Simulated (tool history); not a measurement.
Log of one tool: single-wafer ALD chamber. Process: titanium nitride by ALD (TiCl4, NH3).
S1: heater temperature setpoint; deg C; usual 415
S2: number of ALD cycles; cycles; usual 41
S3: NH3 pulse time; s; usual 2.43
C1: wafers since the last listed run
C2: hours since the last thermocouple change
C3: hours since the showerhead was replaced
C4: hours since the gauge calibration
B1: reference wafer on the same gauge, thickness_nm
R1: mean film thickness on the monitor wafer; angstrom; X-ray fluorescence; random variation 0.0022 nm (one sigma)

{"run": 1, "hour": 0.0, "S1": 415, "S2": 41, "S3": 2.43, "C1": 0, "C2": 1211.6, "C3": 2094.9, "C4": 294.4, "B1": 1.021, "R1": 8.87}
{"run": 2, "hour": 28.3, "S1": 415, "S2": 41, "S3": 2.43, "C1": 159, "C2": 1239.9, "C3": 2123.2, "C4": 322.7, "B1": 1.02, "R1": 8.89}
{"run": 3, "hour": 58.9, "S1": 415, "S2": 44, "S3": 2.43, "C1": 172, "C2": 1270.5, "C3": 2153.8, "C4": 353.3, "B1": 1.019, "R1": 9.5}
{"run": 4, "hour": 115.7, "S1": 415, "S2": 41, "S3": 2.43, "C1": 320, "C2": 1327.3, "C3": 2210.6, "C4": 410.1, "B1": 1.018, "R1": 8.84}
{"run": 5, "hour": 148.9, "S1": 415, "S2": 41, "S3": 2.43, "C1": 187, "C2": 1360.5, "C3": 2243.8, "C4": 443.3, "B1": 1.019, "R1": 8.86}
{"run": 6, "hour": 176.9, "S1": 415, "S2": 41, "S3": 2.43, "C1": 157, "C2": 1388.5, "C3": 2271.8, "C4": 471.3, "B1": 1.018, "R1": 8.86}
{"run": 7, "hour": 247.0, "S1": 415, "S2": 46, "S3": 2.43, "C1": 395, "C2": 1458.6, "C3": 2341.9, "C4": 541.4, "B1": 1.017, "R1": 9.94}
{"run": 8, "hour": 297.8, "S1": 415, "S2": 46, "S3": 2.43, "C1": 286, "C2": 1509.4, "C3": 2392.7, "C4": 592.2, "B1": 1.018, "R1": 9.91}
{"run": 9, "hour": 334.3, "S1": 415, "S2": 46, "S3": 2.43, "C1": 205, "C2": 1545.9, "C3": 2429.2, "C4": 628.7, "B1": 1.018, "R1": 9.9}
{"run": 10, "hour": 398.9, "S1": 415, "S2": 35, "S3": 2.43, "C1": 364, "C2": 1610.5, "C3": 2493.8, "C4": 693.3, "B1": 1.017, "R1": 7.54}
{"run": 11, "hour": 437.8, "S1": 415, "S2": 41, "S3": 2.43, "C1": 219, "C2": 1649.4, "C3": 2532.7, "C4": 732.2, "B1": 1.016, "R1": 8.82}
{"hour": 454.1, "done": "thermocouple changed; heater temperature recalibrated"}
{"run": 12, "hour": 476.2, "S1": 415, "S2": 41, "S3": 2.43, "C1": 171, "C2": 22.1, "C3": 2571.1, "C4": 770.6, "B1": 1.016, "R1": 8.85}
{"hour": 488.4, "done": "gauge calibrated"}
{"run": 13, "hour": 532.4, "S1": 415, "S2": 41, "S3": 2.43, "C1": 317, "C2": 78.3, "C3": 2627.3, "C4": 44, "B1": 1.027, "R1": 8.94}
{"run": 14, "hour": 579.0, "S1": 415, "S2": 41, "S3": 2.43, "C1": 262, "C2": 124.9, "C3": 2673.9, "C4": 90.6, "B1": 1.025, "R1": 8.93}
{"run": 15, "hour": 630.7, "S1": 415, "S2": 41, "S3": 2.43, "C1": 291, "C2": 176.6, "C3": 2725.6, "C4": 142.3, "B1": 1.023, "R1": 8.95}
{"run": 16, "hour": 688.8, "S1": 415, "S2": 39, "S3": 2.43, "C1": 327, "C2": 234.7, "C3": 2783.7, "C4": 200.4, "B1": 1.022, "R1": 8.48}
{"run": 17, "hour": 798.2, "S1": 420, "S2": 36, "S3": 3.06, "C1": 617, "C2": 344.1, "C3": 2893.1, "C4": 309.8, "B1": 1.021, "R1": 7.79}
{"run": 18, "hour": 833.2, "S1": 415, "S2": 41, "S3": 1.9, "C1": 197, "C2": 379.1, "C3": 2928.1, "C4": 344.8, "B1": 1.02, "R1": 8.81}
{"run": 19, "hour": 860.2, "S1": 415, "S2": 41, "S3": 2.43, "C1": 152, "C2": 406.1, "C3": 2955.1, "C4": 371.8, "B1": 1.02, "R1": 8.87}
{"run": 20, "hour": 899.7, "S1": 415, "S2": 41, "S3": 2.43, "C1": 222, "C2": 445.6, "C3": 2994.6, "C4": 411.3, "B1": 1.019, "R1": 8.89}
{"hour": 919.5, "done": "showerhead replaced"}
{"run": 21, "hour": 932.9, "S1": 424, "S2": 39, "S3": 2.1, "C1": 142, "C2": 478.8, "C3": 13.4, "C4": 444.5, "B1": 1.018, "R1": 8.45}
{"run": 22, "hour": 991.7, "S1": 408, "S2": 47, "S3": 1.48, "C1": 331, "C2": 537.6, "C3": 72.2, "C4": 503.3, "B1": 1.019, "R1": 9.95}
{"run": 23, "hour": 1024.3, "S1": 415, "S2": 45, "S3": 3, "C1": 183, "C2": 570.2, "C3": 104.8, "C4": 535.9, "B1": 1.018, "R1": 9.77}
{"run": 24, "hour": 1088.4, "S1": 426, "S2": 45, "S3": 1.9, "C1": 361, "C2": 634.3, "C3": 168.9, "C4": 600, "B1": 1.018, "R1": 9.66}
{"run": 25, "hour": 1128.9, "S1": 408, "S2": 37, "S3": 3.3, "C1": 228, "C2": 674.8, "C3": 209.4, "C4": 640.5, "B1": 1.018, "R1": 8}
{"run": 26, "hour": 1178.3, "S1": 415, "S2": 41, "S3": 1.72, "C1": 278, "C2": 724.2, "C3": 258.8, "C4": 689.9, "B1": 1.017, "R1": 8.78}
{"run": 27, "hour": 1242.7, "S1": 415, "S2": 41, "S3": 2.43, "C1": 363, "C2": 788.6, "C3": 323.2, "C4": 754.3, "B1": 1.018, "R1": 8.85}
{"run": 28, "hour": 1269.8, "S1": 419, "S2": 34, "S3": 2.43, "C1": 152, "C2": 815.7, "C3": 350.3, "C4": 781.4, "B1": 1.017, "R1": 7.34}
{"hour": 1295.5, "done": "gauge calibrated"}
{"run": 29, "hour": 1306.1, "S1": 415, "S2": 37, "S3": 1.5, "C1": 204, "C2": 852, "C3": 386.6, "C4": 10.6, "B1": 1.028, "R1": 7.99}
{"run": 30, "hour": 1347.3, "S1": 415, "S2": 41, "S3": 2.43, "C1": 232, "C2": 893.2, "C3": 427.8, "C4": 51.8, "B1": 1.026, "R1": 8.95}
{"run": 31, "hour": 1415.2, "S1": 410, "S2": 44, "S3": 2.43, "C1": 383, "C2": 961.1, "C3": 495.7, "C4": 119.7, "B1": 1.024, "R1": 9.54}

Hidden state at the last listed run before each entry between runs and at the first one after, where it differs:
Between runs 11 and 12: thermocouple changed; heater temperature recalibrated (hour 454.1)
  gauge reads high (%): -1.2 -> -1.21
  measured less the result without the state, R1: -0.11 -> -0.11 angstrom
Between runs 12 and 13: gauge calibrated (hour 488.4)
  gauge reads high (%): -1.21 -> -0.194
  measured less the result without the state, R1: -0.11 -> -0.01 angstrom
Between runs 20 and 21: showerhead replaced (hour 919.5)
  gauge reads high (%): -0.969 -> -1
  measured less the result without the state, R1: -0.09 -> -0.09 angstrom
Between runs 28 and 29: gauge calibrated (hour 1295.5)
  gauge reads high (%): -1.18 -> -0.119
  measured less the result without the state, R1: -0.09 -> -0.01 angstrom
